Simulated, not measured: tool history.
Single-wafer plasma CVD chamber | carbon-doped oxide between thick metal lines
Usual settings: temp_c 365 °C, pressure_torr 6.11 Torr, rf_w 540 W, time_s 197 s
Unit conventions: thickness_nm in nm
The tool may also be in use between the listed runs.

run,hour,temp_c,pressure_torr,rf_w,time_s,wafers since the last listed run,hours since the last thermocouple change,hours since the last RF generator calibration,hours since the last manometer calibration,hours since the showerhead was replaced,hours since the gauge calibration,"read-back reference wafer on the same gauge, thickness_nm",thickness_nm
1,0,365,6.11,540,197,0,935.5,1358.4,1154.5,4021.5,259.6,1260.256,1017.851
2,105.8,365,6.11,540,197,821,1041.3,1464.2,1260.3,4127.3,365.4,1260.298,1013.946
3,178.3,365,6.11,540,197,563,1113.8,1536.7,1332.8,4199.8,437.9,1259.71,1014.97
4,219.2,365,6.11,540,197,317,1154.7,1577.6,1373.7,4240.7,478.8,1259.904,1009.73
# hour 277.8: showerhead replaced
# hour 279.7: thermocouple changed; heater temperature recalibrated
5,281.8,365,6.11,540,197,409,2.1,1640.2,1436.3,4,541.4,1261.014,1005.993
# hour 345.2: gauge calibrated
6,365.3,365,6.11,540,197,648,85.6,1723.7,1519.8,87.5,20.1,1259.291,1002.345
# hour 376.1: RF generator calibrated
7,408.4,365,6.11,540,197,272,128.7,32.3,1562.9,130.6,63.2,1260.142,1053.214
8,456.5,365,6.11,540,197,373,176.8,80.4,1611,178.7,111.3,1259.386,1059.999
9,495.4,365,6.52,610,197,302,215.7,119.3,1649.9,217.6,150.2,1259.525,1135.999
10,546.9,365,6.8,640,197,400,267.2,170.8,1701.4,269.1,201.7,1260.05,1176.919
11,630.8,365,5.05,630,179,651,351.1,254.7,1785.3,353,285.6,1259.842,1030.835
# hour 658.8: capacitance manometer re-zeroed and calibrated
12,733.4,365,6.11,540,228,734,453.7,357.3,74.6,455.6,388.2,1259.872,1209.733
13,813.2,365,5.55,540,197,619,533.5,437.1,154.4,535.4,468,1259.453,1038.695
14,864.6,354,5.11,485,161,399,584.9,488.5,205.8,586.8,519.4,1259.482,813.464

Forecast each of these 4 alternatives for the next run:
A,865.1,365,6.11,540,166,3,585.4,489,206.3,587.3,519.9,?,?
B,865.1,377,6.63,570,220,3,585.4,489,206.3,587.3,519.9,?,?
C,865.1,355,7.16,540,225,3,585.4,489,206.3,587.3,519.9,?,?
D,865.1,365,7.35,490,197,3,585.4,489,206.3,587.3,519.9,?,?

run,"read-back reference wafer on the same gauge, thickness_nm",thickness_nm
A,1259.731,882.165
B,1259.731,1181.716
C,1259.731,1242.861
D,1259.731,1003.589
Without the tool's unlogged condition, the same runs would have read:
run,thickness_nm
A,894.593
B,1197.843
C,1260.37
D,1018.039
